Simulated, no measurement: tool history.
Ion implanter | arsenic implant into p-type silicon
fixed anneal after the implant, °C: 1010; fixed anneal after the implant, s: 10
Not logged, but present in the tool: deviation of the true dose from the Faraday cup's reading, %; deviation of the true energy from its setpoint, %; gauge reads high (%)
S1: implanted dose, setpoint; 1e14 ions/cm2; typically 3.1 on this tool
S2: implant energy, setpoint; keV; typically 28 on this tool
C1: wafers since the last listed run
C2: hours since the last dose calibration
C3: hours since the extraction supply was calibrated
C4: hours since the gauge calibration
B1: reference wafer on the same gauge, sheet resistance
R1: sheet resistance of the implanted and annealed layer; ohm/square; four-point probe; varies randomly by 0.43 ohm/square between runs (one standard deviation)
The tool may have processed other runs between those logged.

run,day,S1,S2,C1,C2,C3,C4,B1,R1
1,0,2.88,28,0,2413.7,6129.5,87.9,255.93,302.55
2,0.367,2.88,28,147,2422.5,6138.3,96.7,255.83,303.18
3,1.075,2.88,28,284,2439.5,6155.3,113.7,255.96,302.01
4,1.342,2.82,21.5,107,2445.9,6161.7,120.1,255.85,318.57
5,1.708,3.1,28,147,2454.7,6170.5,128.9,256.02,286.34
6,2.221,3.1,28,205,2467,6182.8,141.2,256.13,286.44
7,2.667,2.81,28,179,2477.7,6193.5,151.9,255.89,309.02
8,3.038,3.1,28,148,2486.6,6202.4,160.8,255.92,286.91
9,3.442,3.1,28,162,2496.3,6212.1,170.5,255.97,286.52
10,3.833,3.1,28,157,2505.7,6221.5,179.9,255.83,286.53
11,4.538,3.1,28,282,2522.6,6238.4,196.8,256.05,286.51
12,4.892,3.1,28,142,2531.1,6246.9,205.3,256.11,286.94
13,5.467,3.1,28,231,2544.9,6260.7,219.1,255.96,286.17
14,5.733,3.1,28,107,2551.3,6267.1,225.5,256.04,286.27
15,6.371,3.68,28,256,2566.6,6282.4,240.8,256.16,252.04
16,6.825,2.65,19,182,2577.5,6293.3,251.7,255.98,340.18
# day 6.975: gauge calibrated
17,7.217,3.77,23.5,157,2586.9,6302.7,5.8,256.05,253.78
# day 7.717: Faraday cup replaced and dose calibrated
18,7.821,2.65,33.5,108,2.5,6317.2,20.3,255.95,312.81
19,8.383,3.89,33,225,16,6330.7,33.8,255.93,236.05
20,8.862,3.99,23.5,192,27.5,6342.2,45.3,256.03,243.12
# day 9.604: extraction supply calibrated
21,9.625,2.86,28,172,45.8,0.5,63.6,256.07,304
22,10.008,3.1,20.5,154,55,9.7,72.8,256,299.54
23,10.283,3.59,25,110,61.6,16.3,79.4,255.92,261.01
24,10.717,3.4,22,174,72,26.7,89.8,255.99,276.57
25,11.379,3.1,28,266,87.9,42.6,105.7,256.27,286.41
26,12.033,3.1,24,262,103.6,58.3,121.4,256.01,292.54

Predict each of these 4 candidate next runs independently; none follows another, all start after run 26:
A,12.05,3.1,21.5,6,104,58.7,121.8,?,?
B,12.05,3.55,34.5,6,104,58.7,121.8,?,?
C,12.05,2.51,19,6,104,58.7,121.8,?,?
D,12.05,3.44,22,6,104,58.7,121.8,?,?

run,B1,R1
A,255.99,296.82
B,255.99,251.03
C,255.99,353.27
D,255.99,273.84
With no hidden state in the tool, these same runs would have given:
run,R1
A,296.82
B,251.03
C,353.27
D,273.84

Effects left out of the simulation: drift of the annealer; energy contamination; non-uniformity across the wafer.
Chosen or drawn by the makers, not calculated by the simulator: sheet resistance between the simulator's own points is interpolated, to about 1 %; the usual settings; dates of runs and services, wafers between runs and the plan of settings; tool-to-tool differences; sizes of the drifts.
